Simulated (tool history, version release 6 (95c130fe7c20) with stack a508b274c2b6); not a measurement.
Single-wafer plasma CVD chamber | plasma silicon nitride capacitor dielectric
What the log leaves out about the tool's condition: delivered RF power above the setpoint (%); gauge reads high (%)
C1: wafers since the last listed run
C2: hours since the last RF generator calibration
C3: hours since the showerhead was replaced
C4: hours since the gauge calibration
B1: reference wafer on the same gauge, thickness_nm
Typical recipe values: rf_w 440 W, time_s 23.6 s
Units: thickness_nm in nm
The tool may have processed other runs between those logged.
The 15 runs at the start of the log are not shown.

Run 16, hour 818.0: usual settings; C1 1442; C2 544.9; C3 5054.2; C4 1398.7; B1 37.597. Result: thickness_nm 32.343 nm.
Run 17, hour 884.8: usual settings; C1 1411; C2 611.7; C3 5121.0; C4 1465.5; B1 37.602. Result: thickness_nm 32.198 nm.
Run 18, hour 917.1: usual settings but rf_w 485 W; C1 682; C2 644.0; C3 5153.3; C4 1497.8; B1 37.611. Result: thickness_nm 33.374 nm.
Run 19, hour 948.8: usual settings but rf_w 410 W; C1 669; C2 675.7; C3 5185.0; C4 1529.5; B1 37.622. Result: thickness_nm 31.726 nm.
Run 20, hour 992.9: usual settings but rf_w 475 W, time_s 28.1 s; C1 931; C2 719.8; C3 5229.1; C4 1573.6; B1 37.590. Result: thickness_nm 39.351 nm.
Run 21, hour 1034.5: usual settings but time_s 27.6 s; C1 878; C2 761.4; C3 5270.7; C4 1615.2; B1 37.580. Result: thickness_nm 37.940 nm.
Run 22, hour 1075.2: usual settings but rf_w 415 W, time_s 25.5 s; C1 859; C2 802.1; C3 5311.4; C4 1655.9; B1 37.611. Result: thickness_nm 34.631 nm.
Run 23, hour 1104.1: usual settings; C1 610; C2 831.0; C3 5340.3; C4 1684.8; B1 37.621. Result: thickness_nm 32.570 nm.
At hour 1112.9: showerhead replaced.
Run 24, hour 1133.3: usual settings but time_s 21.7 s; C1 447; C2 860.2; C3 20.4; C4 1714.0; B1 37.588. Result: thickness_nm 29.789 nm.
Run 25, hour 1274.8: usual settings; C1 2989; C2 1001.7; C3 161.9; C4 1855.5; B1 37.618. Result: thickness_nm 32.382 nm.
At hour 1470.9: RF generator calibrated.
Run 26, hour 1483.1: usual settings but rf_w 500 W, time_s 27.3 s; C1 4231; C2 12.2; C3 370.2; C4 2063.8; B1 37.594. Result: thickness_nm 38.714 nm.
At hour 1503.6: gauge calibrated.
Run 27, hour 1542.1: usual settings but time_s 25.8 s; C1 1246; C2 71.2; C3 429.2; C4 38.5; B1 37.596. Result: thickness_nm 35.270 nm.
Run 28, hour 1586.9: usual settings but rf_w 360 W, time_s 22.2 s; C1 946; C2 116.0; C3 474.0; C4 83.3; B1 37.605. Result: thickness_nm 28.970 nm.
Run 29, hour 1623.0: usual settings but rf_w 490 W; C1 762; C2 152.1; C3 510.1; C4 119.4; B1 37.606. Result: thickness_nm 33.210 nm.
Run 30, hour 1673.8: usual settings; C1 1073; C2 202.9; C3 560.9; C4 170.2; B1 37.599. Result: thickness_nm 32.353 nm.
Run 31, hour 1730.6: usual settings; C1 1199; C2 259.7; C3 617.7; C4 227.0; B1 37.602. Result: thickness_nm 32.544 nm.
Run 32, hour 1793.4: usual settings; C1 1326; C2 322.5; C3 680.5; C4 289.8; B1 37.591. Result: thickness_nm 32.376 nm.
Run 33, hour 1853.0: usual settings but rf_w 520 W, time_s 19.0 s; C1 1259; C2 382.1; C3 740.1; C4 349.4; B1 37.611. Result: thickness_nm 27.303 nm.
Run 34, hour 1914.8: usual settings but time_s 20.7 s; C1 1305; C2 443.9; C3 801.9; C4 411.2; B1 37.608. Result: thickness_nm 28.404 nm.
Run 35, hour 1944.1: usual settings but rf_w 485 W; C1 618; C2 473.2; C3 831.2; C4 440.5; B1 37.598. Result: thickness_nm 33.022 nm.
Run 36, hour 1972.7: usual settings but rf_w 490 W, time_s 26.8 s; C1 604; C2 501.8; C3 859.8; C4 469.1; B1 37.603. Result: thickness_nm 37.776 nm.

Estimate the outcome of run 37 from the log above:
Run 37, hour 2042.9: usual settings but time_s 25.6 s; C1 1483; C2 572.0; C3 930.0; C4 539.3; B1 ?. Result: thickness_nm ?.

B1: 37.608
thickness_nm: 35.151 nm
The same run, on a tool lacking any hidden state, would have yielded thickness_nm 35.151 nm.
